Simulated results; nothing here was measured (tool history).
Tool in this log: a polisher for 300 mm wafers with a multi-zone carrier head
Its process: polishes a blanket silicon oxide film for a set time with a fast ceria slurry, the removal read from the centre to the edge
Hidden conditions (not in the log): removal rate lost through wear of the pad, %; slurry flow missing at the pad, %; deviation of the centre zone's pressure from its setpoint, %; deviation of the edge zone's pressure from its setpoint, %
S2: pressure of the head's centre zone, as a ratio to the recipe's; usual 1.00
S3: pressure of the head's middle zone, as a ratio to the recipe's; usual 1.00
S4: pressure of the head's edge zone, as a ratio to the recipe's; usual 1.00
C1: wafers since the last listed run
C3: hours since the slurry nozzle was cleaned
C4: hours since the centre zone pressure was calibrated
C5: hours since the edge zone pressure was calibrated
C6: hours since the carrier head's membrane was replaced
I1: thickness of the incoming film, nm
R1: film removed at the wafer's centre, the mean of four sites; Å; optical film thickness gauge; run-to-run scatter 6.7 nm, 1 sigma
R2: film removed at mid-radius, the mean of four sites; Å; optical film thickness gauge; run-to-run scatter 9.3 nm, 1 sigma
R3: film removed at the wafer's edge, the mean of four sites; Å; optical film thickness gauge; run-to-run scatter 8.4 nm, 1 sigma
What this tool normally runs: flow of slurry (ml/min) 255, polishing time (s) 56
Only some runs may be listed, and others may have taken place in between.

Run 1, day 0.000: usual settings but S3 1.04; C1 0; wafers polished on this pad 1161; C3 195.8; C4 1068.8; C5 1147.0; C6 1190.6; I1 3844.4. Result: R1 8146 Å, R2 8857 Å, R3 8896 Å.
At day 0.900: worn pad replaced by a new one.
Run 2, day 1.042: usual settings; C1 271; wafers polished on this pad 43; C3 220.8; C4 1093.8; C5 1172.0; C6 1215.6; I1 3903.3. Result: R1 8115 Å, R2 8850 Å, R3 8814 Å.
Run 3, day 2.388: usual settings; C1 417; wafers polished on this pad 461; C3 253.1; C4 1126.1; C5 1204.3; C6 1247.9; I1 3893.9. Result: R1 8042 Å, R2 8669 Å, R3 8863 Å.
Run 4, day 3.354: usual settings; C1 300; wafers polished on this pad 761; C3 276.3; C4 1149.3; C5 1227.5; C6 1271.1; I1 3924.3. Result: R1 7948 Å, R2 8578 Å, R3 8760 Å.
Run 5, day 4.321: usual settings; C1 300; wafers polished on this pad 1061; C3 299.5; C4 1172.5; C5 1250.7; C6 1294.3; I1 3797.1. Result: R1 7935 Å, R2 8561 Å, R3 8835 Å.
At day 5.233: worn pad replaced by a new one.
Run 6, day 5.467: usual settings; C1 303; wafers polished on this pad 72; C3 327.0; C4 1200.0; C5 1278.2; C6 1321.8; I1 3895.8. Result: R1 7899 Å, R2 8724 Å, R3 8813 Å.
Run 7, day 6.300: usual settings; C1 258; wafers polished on this pad 331; C3 347.0; C4 1220.0; C5 1298.2; C6 1341.8; I1 3894.6. Result: R1 7905 Å, R2 8589 Å, R3 8761 Å.
At day 6.875: centre zone pressure recalibrated.
At day 9.717: worn pad replaced by a new one.
Run 8, day 9.975: usual settings; C1 1062; wafers polished on this pad 80; C3 435.2; C4 74.4; C5 1386.4; C6 1430.0; I1 3911.2. Result: R1 8968 Å, R2 8476 Å, R3 8782 Å.
At day 10.162: slurry nozzle cleaned.
Run 9, day 10.988: usual settings; C1 301; wafers polished on this pad 381; C3 19.8; C4 98.7; C5 1410.7; C6 1454.3; I1 3889.0. Result: R1 9085 Å, R2 8763 Å, R3 8931 Å.
Run 10, day 11.717: usual settings but S2 0.94, polishing time (s) 73; C1 226; wafers polished on this pad 608; C3 37.3; C4 116.2; C5 1428.2; C6 1471.8; I1 3852.8. Result: R1 10821 Å, R2 11467 Å, R3 11474 Å.
Run 11, day 12.492: usual settings but S3 1.10, S4 1.05, polishing time (s) 42; C1 240; wafers polished on this pad 848; C3 55.9; C4 134.8; C5 1446.8; C6 1490.4; I1 3840.1. Result: R1 6750 Å, R2 7016 Å, R3 6775 Å.
At day 13.283: carrier head's membrane replaced by a new one.
Run 12, day 13.312: usual settings but S2 0.94, polishing time (s) 73; C1 190; wafers polished on this pad 1038; C3 75.6; C4 154.5; C5 1466.5; C6 0.7; I1 3896.4. Result: R1 11016 Å, R2 11434 Å, R3 11401 Å.
At day 13.558: edge zone pressure recalibrated.
At day 13.888: worn pad replaced by a new one.
Run 13, day 13.908: usual settings but flow of slurry (ml/min) 220, S2 0.95; C1 107; wafers polished on this pad 6; C3 89.9; C4 168.8; C5 8.4; C6 15.0; I1 3884.2. Result: R1 8475 Å, R2 8724 Å, R3 8807 Å.
Run 14, day 14.662: usual settings; C1 234; wafers polished on this pad 240; C3 108.0; C4 186.9; C5 26.5; C6 33.1; I1 3829.4. Result: R1 8984 Å, R2 8583 Å, R3 8826 Å.
Run 15, day 16.129: usual settings; C1 455; wafers polished on this pad 695; C3 143.2; C4 222.1; C5 61.7; C6 68.3; I1 3889.2. Result: R1 9054 Å, R2 8573 Å, R3 8898 Å.
Run 16, day 17.033: usual settings but flow of slurry (ml/min) 220, S2 1.08, S3 1.04; C1 280; wafers polished on this pad 975; C3 164.9; C4 243.8; C5 83.4; C6 90.0; I1 3812.2. Result: R1 9587 Å, R2 8729 Å, R3 8827 Å.
At day 18.217: worn pad replaced by a new one.
Run 17, day 18.238: usual settings but polishing time (s) 44; C1 321; wafers polished on this pad 7; C3 193.8; C4 272.7; C5 112.3; C6 118.9; I1 3908.0. Result: R1 6913 Å, R2 6890 Å, R3 6918 Å.
Run 18, day 18.700: usual settings; C1 143; wafers polished on this pad 150; C3 204.9; C4 283.8; C5 123.4; C6 130.0; I1 3913.8. Result: R1 8923 Å, R2 8615 Å, R3 8787 Å.

4 ways to go on from here, each from the tool as it stands after run 18. What would each give?
Run A, day 18.717: usual settings; C1 5; wafers polished on this pad 155; C3 205.3; C4 284.2; C5 123.8; C6 130.4; I1 3816.2. Result: R1 ?, R2 ?, R3 ?.
Run B, day 18.717: usual settings but S3 0.90; C1 5; wafers polished on this pad 155; C3 205.3; C4 284.2; C5 123.8; C6 130.4; I1 3816.2. Result: R1 ?, R2 ?, R3 ?.
Run C, day 18.717: usual settings but S4 1.07, polishing time (s) 74; C1 5; wafers polished on this pad 155; C3 205.3; C4 284.2; C5 123.8; C6 130.4; I1 3816.2. Result: R1 ?, R2 ?, R3 ?.
Run D, day 18.717: usual settings but flow of slurry (ml/min) 170, S2 1.11, S3 1.10, S4 1.10; C1 5; wafers polished on this pad 155; C3 205.3; C4 284.2; C5 123.8; C6 130.4; I1 3816.2. Result: R1 ?, R2 ?, R3 ?.

run     R1     R2     R3
  A   8795   8760   8757
  B   8791   8258   8765
  C  11622  11575  11871
  D   9442   8974   8865
Take away the tool's hidden state, keep each run's random variation, and the runs would have read:
run     R1     R2     R3
  A   8660   8761   8757
  B   8656   8259   8765
  C  11443  11576  11871
  D   9298   8975   8865
